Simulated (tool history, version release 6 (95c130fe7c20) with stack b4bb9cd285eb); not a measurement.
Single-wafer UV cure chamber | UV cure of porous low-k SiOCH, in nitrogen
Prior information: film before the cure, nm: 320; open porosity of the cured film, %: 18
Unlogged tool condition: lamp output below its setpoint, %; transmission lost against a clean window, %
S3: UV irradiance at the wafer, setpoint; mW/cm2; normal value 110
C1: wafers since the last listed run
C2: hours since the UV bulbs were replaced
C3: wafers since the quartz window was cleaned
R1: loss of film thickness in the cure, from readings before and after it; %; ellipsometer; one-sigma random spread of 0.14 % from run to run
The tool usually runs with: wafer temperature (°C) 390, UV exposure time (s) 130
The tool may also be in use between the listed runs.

run 1 hour=0.0 | wafer_temperature_(°C)=400 UV_exposure_time_(s)=80 S3=110 | C1=0 C2=2192.9 C3=2015 | R1=6.673
run 2 hour=31.2 | wafer_temperature_(°C)=400 UV_exposure_time_(s)=80 S3=110 | C1=264 C2=2224.1 C3=2280 | R1=6.528
run 3 hour=81.9 | wafer_temperature_(°C)=376 UV_exposure_time_(s)=100 S3=110 | C1=429 C2=2274.8 C3=2709 | R1=6.961
-- hour=140.6 quartz window cleaned
run 4 hour=248.9 | wafer_temperature_(°C)=390 UV_exposure_time_(s)=130 S3=110 | C1=1347 C2=2441.8 C3=917 | R1=8.534
run 5 hour=277.9 | wafer_temperature_(°C)=390 UV_exposure_time_(s)=130 S3=110 | C1=245 C2=2470.8 C3=1163 | R1=8.740
run 6 hour=329.0 | wafer_temperature_(°C)=390 UV_exposure_time_(s)=130 S3=110 | C1=432 C2=2521.9 C3=1596 | R1=8.384
run 7 hour=388.0 | wafer_temperature_(°C)=390 UV_exposure_time_(s)=130 S3=110 | C1=499 C2=2580.9 C3=2096 | R1=8.253
run 8 hour=433.3 | wafer_temperature_(°C)=390 UV_exposure_time_(s)=180 S3=110 | C1=383 C2=2626.2 C3=2480 | R1=9.364
-- hour=457.8 quartz window cleaned
run 9 hour=474.8 | wafer_temperature_(°C)=376 UV_exposure_time_(s)=130 S3=110 | C1=283 C2=2667.7 C3=144 | R1=8.805
-- hour=512.9 UV bulbs replaced
run 10 hour=544.7 | wafer_temperature_(°C)=376 UV_exposure_time_(s)=130 S3=110 | C1=524 C2=31.8 C3=668 | R1=8.694
run 11 hour=571.4 | wafer_temperature_(°C)=390 UV_exposure_time_(s)=100 S3=110 | C1=226 C2=58.5 C3=894 | R1=7.579
run 12 hour=598.4 | wafer_temperature_(°C)=390 UV_exposure_time_(s)=130 S3=110 | C1=228 C2=85.5 C3=1123 | R1=8.581
run 13 hour=667.8 | wafer_temperature_(°C)=390 UV_exposure_time_(s)=130 S3=110 | C1=587 C2=154.9 C3=1711 | R1=8.730
run 14 hour=704.3 | wafer_temperature_(°C)=390 UV_exposure_time_(s)=130 S3=110 | C1=309 C2=191.4 C3=2020 | R1=8.508
run 15 hour=747.6 | wafer_temperature_(°C)=390 UV_exposure_time_(s)=130 S3=110 | C1=366 C2=234.7 C3=2387 | R1=8.464
run 16 hour=798.0 | wafer_temperature_(°C)=390 UV_exposure_time_(s)=130 S3=110 | C1=427 C2=285.1 C3=2814 | R1=8.072
run 17 hour=838.8 | wafer_temperature_(°C)=401 UV_exposure_time_(s)=165 S3=90 | C1=345 C2=325.9 C3=3160 | R1=8.257
-- hour=858.3 quartz window cleaned
run 18 hour=886.0 | wafer_temperature_(°C)=405 UV_exposure_time_(s)=130 S3=124 | C1=332 C2=373.1 C3=234 | R1=9.500
run 19 hour=994.2 | wafer_temperature_(°C)=403 UV_exposure_time_(s)=130 S3=110 | C1=916 C2=481.3 C3=1151 | R1=8.790
run 20 hour=1030.0 | wafer_temperature_(°C)=406 UV_exposure_time_(s)=130 S3=110 | C1=303 C2=517.1 C3=1454 | R1=8.996
run 21 hour=1086.4 | wafer_temperature_(°C)=390 UV_exposure_time_(s)=130 S3=110 | C1=477 C2=573.5 C3=1932 | R1=8.513
run 22 hour=1156.2 | wafer_temperature_(°C)=402 UV_exposure_time_(s)=190 S3=71 | C1=591 C2=643.3 C3=2523 | R1=8.225
-- hour=1203.6 quartz window cleaned
run 23 hour=1225.8 | wafer_temperature_(°C)=390 UV_exposure_time_(s)=90 S3=110 | C1=521 C2=712.9 C3=188 | R1=7.266
run 24 hour=1269.7 | wafer_temperature_(°C)=405 UV_exposure_time_(s)=200 S3=100 | C1=371 C2=756.8 C3=560 | R1=10.440

For run 25, what comes out?
run 25 hour=1335.7 | wafer_temperature_(°C)=390 UV_exposure_time_(s)=130 S3=110 | C1=559 C2=822.8 C3=1119 | R1=?

R1: 8.900 %
If the tool had no hidden condition, the same run with the same run-to-run variation would have returned R1 9.069 %.

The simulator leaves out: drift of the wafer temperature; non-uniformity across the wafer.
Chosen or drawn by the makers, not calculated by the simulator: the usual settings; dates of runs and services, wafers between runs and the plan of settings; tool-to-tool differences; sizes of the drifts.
